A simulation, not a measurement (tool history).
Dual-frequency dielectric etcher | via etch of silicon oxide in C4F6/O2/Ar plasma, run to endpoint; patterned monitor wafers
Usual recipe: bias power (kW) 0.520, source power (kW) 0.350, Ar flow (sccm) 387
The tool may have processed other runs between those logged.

run,day,bias power (kW),source power (kW),Ar flow (sccm),wafers since the last listed run,hours since the last wet clean,hours since the last bias power generator calibration,hours since the last source power generator calibration,hours since the last Ar flow controller change,hours since the last upper electrode change,"incoming incoming film thickness, nm",endpoint time (s)
1,0.000,0.484,0.350,350,0,362.7,3149.1,1854.4,3077.9,5664.9,73.7,17.6
2,0.542,0.520,0.350,387,216,375.7,3162.1,1867.4,3090.9,5677.9,73.9,17.4
# day 1.771: upper electrode replaced
3,1.792,0.520,0.350,387,100,405.7,3192.1,1897.4,3120.9,0.5,74.0,17.4
4,1.804,0.520,0.350,387,5,406.0,3192.4,1897.7,3121.2,0.8,73.5,17.3
5,2.146,0.520,0.350,387,136,414.2,3200.6,1905.9,3129.4,9.0,74.0,17.2
6,2.758,0.520,0.350,387,245,428.9,3215.3,1920.6,3144.1,23.7,74.5,17.6
7,3.221,0.520,0.350,387,185,440.0,3226.4,1931.7,3155.2,34.8,74.2,17.4
8,3.588,0.520,0.350,387,146,448.8,3235.2,1940.5,3164.0,43.6,73.7,17.5
# day 4.017: bias power generator calibrated
9,4.038,0.520,0.350,387,113,459.6,0.5,1951.3,3174.8,54.4,73.9,17.4
10,4.421,0.520,0.350,387,153,468.8,9.7,1960.5,3184.0,63.6,74.1,17.3
11,4.971,0.631,0.380,438,220,482.0,22.9,1973.7,3197.2,76.8,73.7,16.0
12,5.225,0.520,0.350,387,101,488.1,29.0,1979.8,3203.3,82.9,74.5,17.4
# day 5.642: Ar flow controller replaced
13,5.883,0.643,0.350,387,163,503.9,44.8,1995.6,5.8,98.7,73.7,16.2
14,7.088,0.520,0.350,387,482,532.8,73.7,2024.5,34.7,127.6,74.1,17.4
# day 8.525: wet clean of the chamber
15,8.546,0.561,0.280,387,183,0.5,108.7,2059.5,69.7,162.6,74.1,18.3
16,8.558,0.602,0.350,437,5,0.8,109.0,2059.8,70.0,162.9,73.5,16.6
17,8.583,0.520,0.270,387,10,1.4,109.6,2060.4,70.6,163.5,73.2,18.7
18,8.883,0.616,0.350,355,120,8.6,116.8,2067.6,77.8,170.7,73.6,16.4
19,9.367,0.449,0.320,443,193,20.2,128.4,2079.2,89.4,182.3,73.4,18.8
# day 10.788: source power generator calibrated
20,11.617,0.520,0.350,387,834,74.2,182.4,19.9,143.4,236.3,72.7,17.3
21,11.879,0.444,0.350,294,105,80.5,188.7,26.2,149.7,242.6,73.9,17.7
22,12.792,0.520,0.310,387,365,102.4,210.6,48.1,171.6,264.5,73.6,17.9
23,13.138,0.400,0.430,387,138,110.7,218.9,56.4,179.9,272.8,72.7,17.1
24,13.425,0.444,0.410,449,115,117.6,225.8,63.3,186.8,279.7,74.1,17.5
25,13.867,0.596,0.350,444,176,128.2,236.4,73.9,197.4,290.3,74.3,17.2
26,14.200,0.394,0.350,311,133,136.2,244.4,81.9,205.4,298.3,73.9,18.2
27,14.517,0.520,0.350,387,126,143.8,252.0,89.5,213.0,305.9,73.9,17.4
28,15.029,0.520,0.350,387,205,156.1,264.3,101.8,225.3,318.2,73.9,17.2

5 ways to go on from here, each from the tool as it stands after run 28. What would each give?
A,15.046,0.520,0.350,480,6,156.5,264.7,102.2,225.7,318.6,73.8,?
B,15.046,0.520,0.350,431,6,156.5,264.7,102.2,225.7,318.6,73.8,?
C,15.046,0.430,0.350,387,6,156.5,264.7,102.2,225.7,318.6,73.8,?
D,15.046,0.614,0.440,473,6,156.5,264.7,102.2,225.7,318.6,73.8,?
E,15.046,0.486,0.400,387,6,156.5,264.7,102.2,225.7,318.6,73.8,?

run,endpoint time (s)
A,17.3
B,17.1
C,17.8
D,15.4
E,16.6
With the hidden condition removed and each run's random variation left untouched, the same runs would have given:
run,endpoint time (s)
A,17.3
B,17.1
C,17.8
D,15.4
E,16.6
